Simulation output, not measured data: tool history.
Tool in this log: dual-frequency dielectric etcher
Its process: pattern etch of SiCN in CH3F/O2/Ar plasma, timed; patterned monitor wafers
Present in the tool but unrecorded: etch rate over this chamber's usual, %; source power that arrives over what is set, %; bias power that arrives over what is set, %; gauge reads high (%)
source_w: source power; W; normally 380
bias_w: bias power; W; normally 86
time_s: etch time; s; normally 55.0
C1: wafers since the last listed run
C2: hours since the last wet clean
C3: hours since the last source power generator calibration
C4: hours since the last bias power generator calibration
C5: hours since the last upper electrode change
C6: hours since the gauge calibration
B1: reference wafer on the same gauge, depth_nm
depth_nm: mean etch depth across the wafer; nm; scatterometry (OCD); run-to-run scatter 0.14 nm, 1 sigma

{"run": 1, "day": 0.0, "source_w": 380, "bias_w": 72, "time_s": 55.0, "C1": 0, "C2": 271.3, "C3": 2935.3, "C4": 1985.5, "C5": 1781.3, "C6": 366.3, "B1": 20.67, "depth_nm": 20.12}
{"run": 2, "day": 1.025, "source_w": 380, "bias_w": 72, "time_s": 55.0, "C1": 382, "C2": 295.9, "C3": 2959.9, "C4": 2010.1, "C5": 1805.9, "C6": 390.9, "B1": 20.73, "depth_nm": 20.14}
{"run": 3, "day": 1.904, "source_w": 380, "bias_w": 86, "time_s": 66.0, "C1": 328, "C2": 317.0, "C3": 2981.0, "C4": 2031.2, "C5": 1827.0, "C6": 412.0, "B1": 20.74, "depth_nm": 26.21}
{"run": 4, "day": 2.571, "source_w": 380, "bias_w": 86, "time_s": 66.0, "C1": 248, "C2": 333.0, "C3": 2997.0, "C4": 2047.2, "C5": 1843.0, "C6": 428.0, "B1": 20.67, "depth_nm": 26.5}
{"run": 5, "day": 3.392, "source_w": 380, "bias_w": 86, "time_s": 66.0, "C1": 306, "C2": 352.7, "C3": 3016.7, "C4": 2066.9, "C5": 1862.7, "C6": 447.7, "B1": 20.72, "depth_nm": 26.13}
{"run": 6, "day": 3.938, "source_w": 380, "bias_w": 95, "time_s": 55.0, "C1": 203, "C2": 365.8, "C3": 3029.8, "C4": 2080.0, "C5": 1875.8, "C6": 460.8, "B1": 20.7, "depth_nm": 23.16}
{"run": 7, "day": 5.158, "source_w": 380, "bias_w": 95, "time_s": 55.0, "C1": 455, "C2": 395.1, "C3": 3059.1, "C4": 2109.3, "C5": 1905.1, "C6": 490.1, "B1": 20.73, "depth_nm": 23.01}
{"day": 7.029, "done": "upper electrode replaced, of another model than before"}
{"run": 8, "day": 7.05, "source_w": 380, "bias_w": 86, "time_s": 55.0, "C1": 332, "C2": 440.5, "C3": 3104.5, "C4": 2154.7, "C5": 0.5, "C6": 535.5, "B1": 20.71, "depth_nm": 22.21}
{"run": 9, "day": 7.238, "source_w": 350, "bias_w": 86, "time_s": 55.0, "C1": 70, "C2": 445.0, "C3": 3109.0, "C4": 2159.2, "C5": 5.0, "C6": 540.0, "B1": 20.69, "depth_nm": 21.67}
{"run": 10, "day": 8.275, "source_w": 350, "bias_w": 86, "time_s": 55.0, "C1": 387, "C2": 469.9, "C3": 3133.9, "C4": 2184.1, "C5": 29.9, "C6": 564.9, "B1": 20.76, "depth_nm": 21.91}
{"run": 11, "day": 8.917, "source_w": 350, "bias_w": 86, "time_s": 55.0, "C1": 239, "C2": 485.3, "C3": 3149.3, "C4": 2199.5, "C5": 45.3, "C6": 580.3, "B1": 20.71, "depth_nm": 21.82}
{"day": 9.262, "done": "bias power generator calibrated"}
{"run": 12, "day": 9.733, "source_w": 380, "bias_w": 86, "time_s": 65.0, "C1": 242, "C2": 504.9, "C3": 3168.9, "C4": 11.3, "C5": 64.9, "C6": 599.9, "B1": 20.73, "depth_nm": 26.4}
{"run": 13, "day": 10.746, "source_w": 380, "bias_w": 86, "time_s": 70.5, "C1": 378, "C2": 529.2, "C3": 3193.2, "C4": 35.6, "C5": 89.2, "C6": 624.2, "B1": 20.64, "depth_nm": 28.45}
{"run": 14, "day": 11.892, "source_w": 470, "bias_w": 98, "time_s": 70.5, "C1": 427, "C2": 556.7, "C3": 3220.7, "C4": 63.1, "C5": 116.7, "C6": 651.7, "B1": 20.75, "depth_nm": 31.55}
{"run": 15, "day": 13.054, "source_w": 430, "bias_w": 86, "time_s": 50.5, "C1": 434, "C2": 584.6, "C3": 3248.6, "C4": 91.0, "C5": 144.6, "C6": 679.6, "B1": 20.7, "depth_nm": 20.96}
{"day": 13.388, "done": "source power generator calibrated"}
{"run": 16, "day": 14.108, "source_w": 450, "bias_w": 79, "time_s": 66.5, "C1": 331, "C2": 609.9, "C3": 17.3, "C4": 116.3, "C5": 169.9, "C6": 704.9, "B1": 20.67, "depth_nm": 27.32}
{"run": 17, "day": 15.042, "source_w": 460, "bias_w": 65, "time_s": 55.0, "C1": 348, "C2": 632.3, "C3": 39.7, "C4": 138.7, "C5": 192.3, "C6": 727.3, "B1": 20.71, "depth_nm": 21.54}
{"day": 15.262, "done": "gauge calibrated"}
{"day": 16.329, "done": "wet clean of the chamber"}
{"run": 18, "day": 16.35, "source_w": 380, "bias_w": 78, "time_s": 44.0, "C1": 115, "C2": 0.5, "C3": 71.1, "C4": 170.1, "C5": 223.7, "C6": 26.1, "B1": 20.77, "depth_nm": 16.4}
{"run": 19, "day": 16.667, "source_w": 410, "bias_w": 66, "time_s": 60.5, "C1": 118, "C2": 8.1, "C3": 78.7, "C4": 177.7, "C5": 231.3, "C6": 33.7, "B1": 20.69, "depth_nm": 21.69}
{"run": 20, "day": 17.646, "source_w": 380, "bias_w": 86, "time_s": 70.5, "C1": 365, "C2": 31.6, "C3": 102.2, "C4": 201.2, "C5": 254.8, "C6": 57.2, "B1": 20.7, "depth_nm": 27.19}
{"run": 21, "day": 18.354, "source_w": 380, "bias_w": 86, "time_s": 49.0, "C1": 264, "C2": 48.6, "C3": 119.2, "C4": 218.2, "C5": 271.8, "C6": 74.2, "B1": 20.72, "depth_nm": 19.01}
{"run": 22, "day": 19.096, "source_w": 330, "bias_w": 86, "time_s": 62.0, "C1": 276, "C2": 66.4, "C3": 137.0, "C4": 236.0, "C5": 289.6, "C6": 92.0, "B1": 20.65, "depth_nm": 23.29}
{"run": 23, "day": 20.083, "source_w": 320, "bias_w": 86, "time_s": 55.0, "C1": 368, "C2": 90.1, "C3": 160.7, "C4": 259.7, "C5": 313.3, "C6": 115.7, "B1": 20.73, "depth_nm": 20.66}
{"run": 24, "day": 20.925, "source_w": 410, "bias_w": 66, "time_s": 60.5, "C1": 314, "C2": 110.3, "C3": 180.9, "C4": 279.9, "C5": 333.5, "C6": 135.9, "B1": 20.74, "depth_nm": 21.71}
{"run": 25, "day": 21.754, "source_w": 380, "bias_w": 78, "time_s": 70.0, "C1": 309, "C2": 130.2, "C3": 200.8, "C4": 299.8, "C5": 353.4, "C6": 155.8, "B1": 20.7, "depth_nm": 26.8}
{"run": 26, "day": 22.833, "source_w": 380, "bias_w": 86, "time_s": 55.0, "C1": 402, "C2": 156.1, "C3": 226.7, "C4": 325.7, "C5": 379.3, "C6": 181.7, "B1": 20.69, "depth_nm": 21.47}
{"run": 27, "day": 24.254, "source_w": 380, "bias_w": 86, "time_s": 55.0, "C1": 530, "C2": 190.2, "C3": 260.8, "C4": 359.8, "C5": 413.4, "C6": 215.8, "B1": 20.7, "depth_nm": 21.63}
{"run": 28, "day": 25.179, "source_w": 410, "bias_w": 86, "time_s": 65.5, "C1": 345, "C2": 212.4, "C3": 283.0, "C4": 382.0, "C5": 435.6, "C6": 238.0, "B1": 20.71, "depth_nm": 26.22}
{"run": 29, "day": 26.042, "source_w": 460, "bias_w": 92, "time_s": 55.0, "C1": 322, "C2": 233.1, "C3": 303.7, "C4": 402.7, "C5": 456.3, "C6": 258.7, "B1": 20.69, "depth_nm": 22.99}
{"run": 30, "day": 26.729, "source_w": 410, "bias_w": 66, "time_s": 60.5, "C1": 256, "C2": 249.6, "C3": 320.2, "C4": 419.2, "C5": 472.8, "C6": 275.2, "B1": 20.75, "depth_nm": 22.21}
{"run": 31, "day": 28.104, "source_w": 470, "bias_w": 78, "time_s": 47.5, "C1": 513, "C2": 282.6, "C3": 353.2, "C4": 452.2, "C5": 505.8, "C6": 308.2, "B1": 20.68, "depth_nm": 19.09}

Each row is a separate what-if for the run after 31, all from the same tool condition, not one after another. Results?
{"run": "A", "day": 28.121, "source_w": 380, "bias_w": 86, "time_s": 55.0, "C1": 6, "C2": 283.0, "C3": 353.6, "C4": 452.6, "C5": 506.2, "C6": 308.6, "B1": "?", "depth_nm": "?"}
{"run": "B", "day": 28.121, "source_w": 430, "bias_w": 104, "time_s": 67.5, "C1": 6, "C2": 283.0, "C3": 353.6, "C4": 452.6, "C5": 506.2, "C6": 308.6, "B1": "?", "depth_nm": "?"}
{"run": "C", "day": 28.121, "source_w": 440, "bias_w": 66, "time_s": 55.0, "C1": 6, "C2": 283.0, "C3": 353.6, "C4": 452.6, "C5": 506.2, "C6": 308.6, "B1": "?", "depth_nm": "?"}

run=A B1=20.65 depth_nm=21.74
run=B B1=20.65 depth_nm=29.36
run=C B1=20.65 depth_nm=20.55
The same runs, with their run-to-run variation unchanged, on a tool lacking any hidden condition would have given:
run=A depth_nm=21.31
run=B depth_nm=28.78
run=C depth_nm=20.15
